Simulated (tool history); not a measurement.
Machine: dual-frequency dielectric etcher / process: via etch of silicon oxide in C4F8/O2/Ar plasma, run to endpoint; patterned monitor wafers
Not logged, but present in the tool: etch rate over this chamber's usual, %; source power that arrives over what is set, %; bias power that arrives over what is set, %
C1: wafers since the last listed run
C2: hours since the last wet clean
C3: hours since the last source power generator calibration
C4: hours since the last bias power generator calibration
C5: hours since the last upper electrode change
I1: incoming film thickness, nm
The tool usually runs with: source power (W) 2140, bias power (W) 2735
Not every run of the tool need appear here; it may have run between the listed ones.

{"run": 1, "day": 0.0, "source power (W)": 2430, "bias power (W)": 2735, "C1": 0, "C2": 481.5, "C3": 3342.8, "C4": 1206.3, "C5": 5263.2, "I1": 1332.6, "endpoint time (s)": 225.5}
{"run": 2, "day": 1.888, "source power (W)": 2430, "bias power (W)": 2735, "C1": 188, "C2": 526.8, "C3": 3388.1, "C4": 1251.6, "C5": 5308.5, "I1": 1324.3, "endpoint time (s)": 223.2}
{"run": 3, "day": 3.129, "source power (W)": 2430, "bias power (W)": 2735, "C1": 124, "C2": 556.6, "C3": 3417.9, "C4": 1281.4, "C5": 5338.3, "I1": 1325.6, "endpoint time (s)": 225.8}
{"day": 4.575, "done": "wet clean of the chamber"}
{"run": 4, "day": 5.212, "source power (W)": 1770, "bias power (W)": 2947, "C1": 108, "C2": 15.3, "C3": 3467.9, "C4": 1331.4, "C5": 5388.3, "I1": 1337, "endpoint time (s)": 258.9}
{"run": 5, "day": 7.279, "source power (W)": 1760, "bias power (W)": 2212, "C1": 206, "C2": 64.9, "C3": 3517.5, "C4": 1381, "C5": 5437.9, "I1": 1321.7, "endpoint time (s)": 274.8}
{"run": 6, "day": 9.317, "source power (W)": 1760, "bias power (W)": 2212, "C1": 203, "C2": 113.8, "C3": 3566.4, "C4": 1429.9, "C5": 5486.8, "I1": 1333.5, "endpoint time (s)": 274.8}
{"run": 7, "day": 12.054, "source power (W)": 1760, "bias power (W)": 2212, "C1": 273, "C2": 179.5, "C3": 3632.1, "C4": 1495.6, "C5": 5552.5, "I1": 1335.9, "endpoint time (s)": 277.5}
{"day": 15.462, "done": "upper electrode replaced"}
{"run": 8, "day": 15.483, "source power (W)": 2140, "bias power (W)": 2735, "C1": 242, "C2": 261.8, "C3": 3714.4, "C4": 1577.9, "C5": 0.5, "I1": 1324.9, "endpoint time (s)": 238.4}
{"run": 9, "day": 16.588, "source power (W)": 2140, "bias power (W)": 2735, "C1": 110, "C2": 288.3, "C3": 3740.9, "C4": 1604.4, "C5": 27, "I1": 1323.9, "endpoint time (s)": 239.2}
{"run": 10, "day": 17.846, "source power (W)": 2140, "bias power (W)": 2735, "C1": 125, "C2": 318.5, "C3": 3771.1, "C4": 1634.6, "C5": 57.2, "I1": 1334.9, "endpoint time (s)": 238.9}
{"run": 11, "day": 20.571, "source power (W)": 2140, "bias power (W)": 2575, "C1": 272, "C2": 383.9, "C3": 3836.5, "C4": 1700, "C5": 122.6, "I1": 1323.6, "endpoint time (s)": 241.5}
{"run": 12, "day": 22.771, "source power (W)": 2140, "bias power (W)": 2575, "C1": 219, "C2": 436.7, "C3": 3889.3, "C4": 1752.8, "C5": 175.4, "I1": 1319, "endpoint time (s)": 241.3}
{"run": 13, "day": 24.667, "source power (W)": 2140, "bias power (W)": 2261, "C1": 189, "C2": 482.2, "C3": 3934.8, "C4": 1798.3, "C5": 220.9, "I1": 1339.9, "endpoint time (s)": 251.8}
{"run": 14, "day": 25.721, "source power (W)": 1630, "bias power (W)": 2213, "C1": 105, "C2": 507.5, "C3": 3960.1, "C4": 1823.6, "C5": 246.2, "I1": 1326.1, "endpoint time (s)": 285.6}
{"day": 29.617, "done": "wet clean of the chamber"}
{"day": 30.842, "done": "source power generator calibrated"}
{"run": 15, "day": 32.812, "source power (W)": 2460, "bias power (W)": 2735, "C1": 592, "C2": 76.7, "C3": 47.3, "C4": 1993.8, "C5": 416.4, "I1": 1337.6, "endpoint time (s)": 228.4}
{"run": 16, "day": 34.875, "source power (W)": 1770, "bias power (W)": 2374, "C1": 206, "C2": 126.2, "C3": 96.8, "C4": 2043.3, "C5": 465.9, "I1": 1329.2, "endpoint time (s)": 275.1}
{"run": 17, "day": 36.588, "source power (W)": 1600, "bias power (W)": 2307, "C1": 171, "C2": 167.3, "C3": 137.9, "C4": 2084.4, "C5": 507, "I1": 1332.1, "endpoint time (s)": 291.3}
{"day": 37.967, "done": "bias power generator calibrated"}
{"run": 18, "day": 38.542, "source power (W)": 2140, "bias power (W)": 2735, "C1": 178, "C2": 214.2, "C3": 184.8, "C4": 13.8, "C5": 553.9, "I1": 1332.3, "endpoint time (s)": 242.1}
{"run": 19, "day": 41.454, "source power (W)": 2140, "bias power (W)": 2735, "C1": 291, "C2": 284.1, "C3": 254.7, "C4": 83.7, "C5": 623.8, "I1": 1341.6, "endpoint time (s)": 246}
{"run": 20, "day": 44.033, "source power (W)": 2420, "bias power (W)": 2735, "C1": 257, "C2": 346, "C3": 316.6, "C4": 145.6, "C5": 685.7, "I1": 1330, "endpoint time (s)": 228.1}
{"run": 21, "day": 45.912, "source power (W)": 1960, "bias power (W)": 2465, "C1": 187, "C2": 391.1, "C3": 361.7, "C4": 190.7, "C5": 730.8, "I1": 1340.3, "endpoint time (s)": 264.1}
{"day": 47.625, "done": "source power generator calibrated, repeated, since the last time left the tool worse"}
{"run": 22, "day": 48.275, "source power (W)": 2570, "bias power (W)": 2301, "C1": 219, "C2": 447.8, "C3": 15.6, "C4": 247.4, "C5": 787.5, "I1": 1339.5, "endpoint time (s)": 226.9}
{"run": 23, "day": 49.954, "source power (W)": 2640, "bias power (W)": 3405, "C1": 167, "C2": 488.1, "C3": 55.9, "C4": 287.7, "C5": 827.8, "I1": 1337.1, "endpoint time (s)": 203.5}
{"day": 51.65, "done": "wet clean of the chamber"}
{"run": 24, "day": 52.225, "source power (W)": 1720, "bias power (W)": 2735, "C1": 127, "C2": 13.8, "C3": 110.4, "C4": 342.2, "C5": 882.3, "I1": 1325.6, "endpoint time (s)": 259.9}
{"run": 25, "day": 54.638, "source power (W)": 2140, "bias power (W)": 2735, "C1": 241, "C2": 71.7, "C3": 168.3, "C4": 400.1, "C5": 940.2, "I1": 1340.5, "endpoint time (s)": 236.5}
{"run": 26, "day": 55.75, "source power (W)": 1750, "bias power (W)": 2336, "C1": 111, "C2": 98.4, "C3": 195, "C4": 426.8, "C5": 966.9, "I1": 1328, "endpoint time (s)": 267}
{"run": 27, "day": 56.788, "source power (W)": 2360, "bias power (W)": 2735, "C1": 103, "C2": 123.3, "C3": 219.9, "C4": 451.7, "C5": 991.8, "I1": 1337.4, "endpoint time (s)": 223.4}
{"run": 28, "day": 58.188, "source power (W)": 2140, "bias power (W)": 2735, "C1": 139, "C2": 156.9, "C3": 253.5, "C4": 485.3, "C5": 1025.4, "I1": 1316.4, "endpoint time (s)": 231.7}
{"run": 29, "day": 60.012, "source power (W)": 2520, "bias power (W)": 3333, "C1": 182, "C2": 200.7, "C3": 297.3, "C4": 529.1, "C5": 1069.2, "I1": 1331.4, "endpoint time (s)": 207.4}
{"run": 30, "day": 62.379, "source power (W)": 2140, "bias power (W)": 2735, "C1": 236, "C2": 257.5, "C3": 354.1, "C4": 585.9, "C5": 1126, "I1": 1333.9, "endpoint time (s)": 235.1}
{"run": 31, "day": 64.104, "source power (W)": 2140, "bias power (W)": 2735, "C1": 172, "C2": 298.9, "C3": 395.5, "C4": 627.3, "C5": 1167.4, "I1": 1333.9, "endpoint time (s)": 237.3}
{"run": 32, "day": 66.425, "source power (W)": 2410, "bias power (W)": 3333, "C1": 232, "C2": 354.6, "C3": 451.2, "C4": 683, "C5": 1223.1, "I1": 1328.8, "endpoint time (s)": 210.3}
{"run": 33, "day": 67.704, "source power (W)": 2570, "bias power (W)": 2301, "C1": 127, "C2": 385.3, "C3": 481.9, "C4": 713.7, "C5": 1253.8, "I1": 1340.2, "endpoint time (s)": 227}
{"run": 34, "day": 70.2, "source power (W)": 2140, "bias power (W)": 3086, "C1": 249, "C2": 445.2, "C3": 541.8, "C4": 773.6, "C5": 1313.7, "I1": 1323.4, "endpoint time (s)": 227.4}

Measured less the same run without the tool's hidden state. The same run-to-run variation is in both; the gauge's scatter may not be:
run=1 endpoint_time_(s)=+3.6
run=2 endpoint_time_(s)=+3.6
run=3 endpoint_time_(s)=+3.7
run=4 endpoint_time_(s)=+4.3
run=5 endpoint_time_(s)=+4.6
run=6 endpoint_time_(s)=+4.7
run=7 endpoint_time_(s)=+4.8
run=8 endpoint_time_(s)=+4.2
run=9 endpoint_time_(s)=+4.3
run=10 endpoint_time_(s)=+4.3
run=11 endpoint_time_(s)=+4.4
run=12 endpoint_time_(s)=+4.4
run=13 endpoint_time_(s)=+4.7
run=14 endpoint_time_(s)=+5.4
run=15 endpoint_time_(s)=+7
run=16 endpoint_time_(s)=+8.4
run=17 endpoint_time_(s)=+9
run=18 endpoint_time_(s)=+7.5
run=19 endpoint_time_(s)=+7.6
run=20 endpoint_time_(s)=+7.2
run=21 endpoint_time_(s)=+8.4
run=22 endpoint_time_(s)=-0.3
run=23 endpoint_time_(s)=-0.2
run=24 endpoint_time_(s)=-0.3
run=25 endpoint_time_(s)=-0.2
run=26 endpoint_time_(s)=-0.1
run=27 endpoint_time_(s)=-0.1
run=28 endpoint_time_(s)=-0.1
run=29 endpoint_time_(s)=+0
run=30 endpoint_time_(s)=+0
run=31 endpoint_time_(s)=+0.1
run=32 endpoint_time_(s)=+0.1
run=33 endpoint_time_(s)=+0.2
run=34 endpoint_time_(s)=+0.3
